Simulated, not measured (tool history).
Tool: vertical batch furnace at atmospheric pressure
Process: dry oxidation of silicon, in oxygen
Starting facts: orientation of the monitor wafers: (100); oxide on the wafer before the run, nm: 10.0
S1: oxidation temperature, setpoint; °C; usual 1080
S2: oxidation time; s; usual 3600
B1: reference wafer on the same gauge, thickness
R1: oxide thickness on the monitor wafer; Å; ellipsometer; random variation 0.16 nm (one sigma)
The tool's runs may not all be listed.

run 1 day=0.000 | S1=1095 S2=4290 | B1=89.33 | R1=1246.0
run 2 day=1.096 | S1=1095 S2=4290 | B1=89.29 | R1=1246.8
run 3 day=4.021 | S1=1092 S2=3600 | B1=89.33 | R1=1097.7
run 4 day=5.504 | S1=1092 S2=3600 | B1=89.29 | R1=1097.1
run 5 day=6.671 | S1=1080 S2=3600 | B1=89.30 | R1=1002.9
run 6 day=8.546 | S1=1080 S2=3600 | B1=89.32 | R1=1009.2
run 7 day=11.479 | S1=1080 S2=3180 | B1=89.31 | R1=936.5
run 8 day=13.438 | S1=1080 S2=3180 | B1=89.30 | R1=937.5
-- day=15.825 boat lift adjusted
-- day=15.838 gauge calibrated
run 9 day=15.846 | S1=1080 S2=3600 | B1=89.25 | R1=1012.6
run 10 day=17.488 | S1=1080 S2=2790 | B1=89.30 | R1=864.2
run 11 day=20.442 | S1=1056 S2=5070 | B1=89.27 | R1=1047.3
run 12 day=21.521 | S1=1071 S2=2610 | B1=89.30 | R1=781.3
run 13 day=22.662 | S1=1080 S2=5340 | B1=89.28 | R1=1296.5
-- day=24.212 thermocouples replaced and temperature profile calibrated
run 14 day=24.767 | S1=1080 S2=5040 | B1=89.28 | R1=1208.8
run 15 day=25.921 | S1=1080 S2=5040 | B1=89.31 | R1=1209.3
run 16 day=28.779 | S1=1080 S2=3600 | B1=89.32 | R1=981.2
run 17 day=30.717 | S1=1062 S2=3600 | B1=89.27 | R1=853.6

The tool's hidden state at each run:
monitor wafer colder than the profiled boat position, K: 0 at every run
gauge reads high (%): 0 at every run
H1: true tube temperature minus thermocouple reading, K
run=1 H1=3.63
run=2 H1=3.69
run=3 H1=3.85
run=4 H1=3.94
run=5 H1=4
run=6 H1=4.11
run=7 H1=4.28
run=8 H1=4.4
run=9 H1=4.54
run=10 H1=4.65
run=11 H1=4.83
run=12 H1=4.9
run=13 H1=4.97
run=14 H1=0.462
run=15 H1=0.462
run=16 H1=0.466
run=17 H1=0.471
